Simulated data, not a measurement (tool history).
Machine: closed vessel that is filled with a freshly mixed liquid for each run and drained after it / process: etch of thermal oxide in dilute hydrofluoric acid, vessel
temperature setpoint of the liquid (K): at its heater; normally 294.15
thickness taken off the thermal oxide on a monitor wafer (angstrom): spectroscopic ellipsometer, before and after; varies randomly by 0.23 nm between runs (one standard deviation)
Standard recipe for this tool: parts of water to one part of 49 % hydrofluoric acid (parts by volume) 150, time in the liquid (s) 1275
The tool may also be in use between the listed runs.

run,hour,temperature setpoint of the liquid (K),parts of water to one part of 49 % hydrofluoric acid (parts by volume),time in the liquid (s),wafers since the last listed run,hours since the thermometer was replaced,hours since the hydrofluoric acid flow meter was replaced,hours since the gauge calibration,"read-back film thickness of the thermal oxide reference wafer, read on the same gauge (nm)",thickness taken off the thermal oxide on a monitor wafer (angstrom)
1,0,294.15,150,1055,0,1274.7,1068.7,126.7,120.02,241.3
2,6.6,291.65,170,1275,292,1281.3,1075.3,133.3,120.04,224.9
3,18.2,291.65,170,1275,513,1292.9,1086.9,144.9,120.02,222.5
4,28.8,294.15,150,1450,469,1303.5,1097.5,155.5,119.97,323.8
5,49.9,294.15,150,1450,933,1324.6,1118.6,176.6,120.02,324.8
6,63.2,294.15,150,1450,588,1337.9,1131.9,189.9,120,322.9
7,71.6,295.15,150,1275,371,1346.3,1140.3,198.3,119.99,296
# hour 79.1: gauge calibrated
8,81.6,294.15,150,1715,442,1356.3,1150.3,2.5,120.02,382.4
9,95.9,294.15,150,1715,632,1370.6,1164.6,16.8,120,375.6
10,108.2,294.15,95,1275,544,1382.9,1176.9,29.1,119.95,479.5
11,118.4,297.65,215,1610,451,1393.1,1187.1,39.3,119.94,265
12,155.1,292.65,85,1560,1623,1429.8,1223.8,76,120,621.5
13,164.6,291.15,205,1275,420,1439.3,1233.3,85.5,119.96,172.2
# hour 171.5: hydrofluoric acid flow meter replaced
# hour 178.7: thermometer replaced
14,179.2,294.15,150,1275,557,0.5,7.7,100.1,120,328.4
15,192.2,297.65,215,1275,575,13.5,20.7,113.1,119.99,245.2
16,207.7,294.15,80,1275,685,29,36.2,128.6,119.99,664.8
17,215.8,291.15,150,1755,358,37.1,44.3,136.7,120.01,398.4
18,227.2,294.15,150,1275,504,48.5,55.7,148.1,120,328
19,254.8,290.15,75,1755,1221,76.1,83.3,175.7,119.96,824.6

Here are 5 independent what-if runs from the current tool condition. What would each one return?
A,255.8,294.15,150,1080,44,77.1,84.3,176.7,?,?
B,255.8,294.15,150,1905,44,77.1,84.3,176.7,?,?
C,255.8,294.15,150,730,44,77.1,84.3,176.7,?,?
D,255.8,294.15,150,1915,44,77.1,84.3,176.7,?,?
E,255.8,292.15,215,1800,44,77.1,84.3,176.7,?,?

run,"read-back film thickness of the thermal oxide reference wafer, read on the same gauge (nm)",thickness taken off the thermal oxide on a monitor wafer (angstrom)
A,120,277.7
B,120,489.8
C,120,187.7
D,120,492.4
E,120,279.5
With the hidden condition removed and each run's random variation left untouched, the same runs would have given:
run,thickness taken off the thermal oxide on a monitor wafer (angstrom)
A,286.9
B,506
C,193.9
D,508.7
E,289.1

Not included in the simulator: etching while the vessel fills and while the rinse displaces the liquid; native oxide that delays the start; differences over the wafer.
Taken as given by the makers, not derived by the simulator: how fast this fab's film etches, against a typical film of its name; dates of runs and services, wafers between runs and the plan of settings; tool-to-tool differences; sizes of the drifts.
